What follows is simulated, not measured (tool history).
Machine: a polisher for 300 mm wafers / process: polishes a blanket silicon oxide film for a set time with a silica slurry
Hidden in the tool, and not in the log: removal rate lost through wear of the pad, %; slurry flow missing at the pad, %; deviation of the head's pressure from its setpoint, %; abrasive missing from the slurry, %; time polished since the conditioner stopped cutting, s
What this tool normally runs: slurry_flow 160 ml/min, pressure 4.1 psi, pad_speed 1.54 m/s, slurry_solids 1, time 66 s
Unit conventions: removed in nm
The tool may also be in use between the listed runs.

run	hour	slurry_flow	pressure	pad_speed	slurry_solids	time	wafers since the last listed run	wafers polished on this pad	hours since the slurry nozzle was cleaned	hours since the head pressure was calibrated	hours since the slurry blender was calibrated	hours since the conditioning disc was replaced	incoming thickness of the incoming film, nm	removed
1	0	160	3.5	1.54	1	80	0	745	561.7	258.4	236.9	572.5	758.4	258.3
# hour 32.2: conditioning disc replaced and pad reconditioned
2	59.5	160	3.5	1.54	1	80	326	1071	621.2	317.9	296.4	27.3	770	266.7
# hour 91.9: slurry nozzle cleaned
3	116.5	160	3.5	1.54	1	80	318	1389	24.6	374.9	353.4	84.3	768.4	264.7
4	167.2	135	4.1	1.54	1	66	288	1677	75.3	425.6	404.1	135	770.3	234
# hour 193.4: slurry blender recalibrated
5	229.7	180	4.1	1.54	1	66	343	2021	137.8	488.1	36.3	197.5	763.6	250.4
6	253.9	180	4.1	1.54	1	66	137	2159	162	512.3	60.5	221.7	771.7	252.1
# hour 306.1: worn pad replaced by a new one
7	317.7	195	5.2	1.54	1	66	339	66	225.8	576.1	124.3	285.5	770.1	314.4
8	479.7	160	3.3	1.26	1.25	88	920	986	387.8	738.1	286.3	447.5	757.1	267.2
9	607.6	160	4.5	1.1	1	82	726	1712	515.7	866	414.2	575.4	773.9	284.2
# hour 613.2: conditioning disc replaced and pad reconditioned
# hour 616.5: slurry nozzle cleaned
10	672.3	145	4.1	1.38	1	66	350	2063	55.8	930.7	478.9	59.1	770.3	228.3
# hour 676.7: slurry blender recalibrated
11	699.6	135	3.1	1.54	1	66	143	2207	83.1	958	22.9	86.4	771.8	192.8
# hour 724.7: worn pad replaced by a new one
# hour 756.7: head pressure recalibrated
12	761.7	145	4.1	1.38	1	66	318	199	145.2	5	85	148.5	763.5	232.8
13	814.9	160	4.1	1.18	1	66	302	501	198.4	58.2	138.2	201.7	780.9	217.2
14	852.6	160	4.1	1.54	1	83	214	715	236.1	95.9	175.9	239.4	753.9	310.6
15	903.5	160	2.9	1.54	1.3	66	289	1004	287	146.8	226.8	290.3	774.5	199.3
16	950.1	210	5.3	1.54	1.1	58	264	1269	333.6	193.4	273.4	336.9	779.2	289
17	988.2	160	4.1	1.28	1.1	66	216	1485	371.7	231.5	311.5	375	772.5	233.3
18	1038.6	185	4.7	1.54	1.3	66	286	1772	422.1	281.9	361.9	425.4	771.7	319.5
19	1077	160	4.1	1.54	1.2	66	218	1990	460.5	320.3	400.3	463.8	777.2	262.3
# hour 1166.9: worn pad replaced by a new one
# hour 1182.3: conditioning disc replaced and pad reconditioned
20	1213.4	160	4.1	1.54	0.8	66	740	252	596.9	456.7	536.7	31.1	779.7	217
# hour 1230.1: slurry nozzle cleaned
# hour 1231.6: slurry blender recalibrated
21	1257.6	160	4.1	1.54	1	66	236	488	27.5	500.9	26	75.3	766.1	246.7
22	1304.9	160	4.1	1.54	1	66	268	757	74.8	548.2	73.3	122.6	768.5	248
23	1370	160	4.1	1.22	1	66	369	1127	139.9	613.3	138.4	187.7	763	221.1
24	1399.2	160	4.1	1.54	1	77	165	1293	169.1	642.5	167.6	216.9	770.4	281.9
25	1459.6	160	4.1	1.54	1	66	343	1636	229.5	702.9	228	277.3	777.7	244.6
26	1527.1	160	3.7	2	1.1	66	383	2019	297	770.4	295.5	344.8	757	266

Predict each of these 3 candidate next runs independently; none follows another, all start after run 26:
A	1527.5	160	4.1	1.54	1	66	2	2022	297.4	770.8	295.9	345.2	771.4	?
B	1527.5	120	3.3	1.82	1	57	2	2022	297.4	770.8	295.9	345.2	771.4	?
C	1527.5	195	4.5	1.54	1.25	84	2	2022	297.4	770.8	295.9	345.2	771.4	?

run	removed
A	246.9
B	186.1
C	380.8
Without the tool's unlogged condition, the same runs would have read:
run	removed
A	246.9
B	186.1
C	380.8
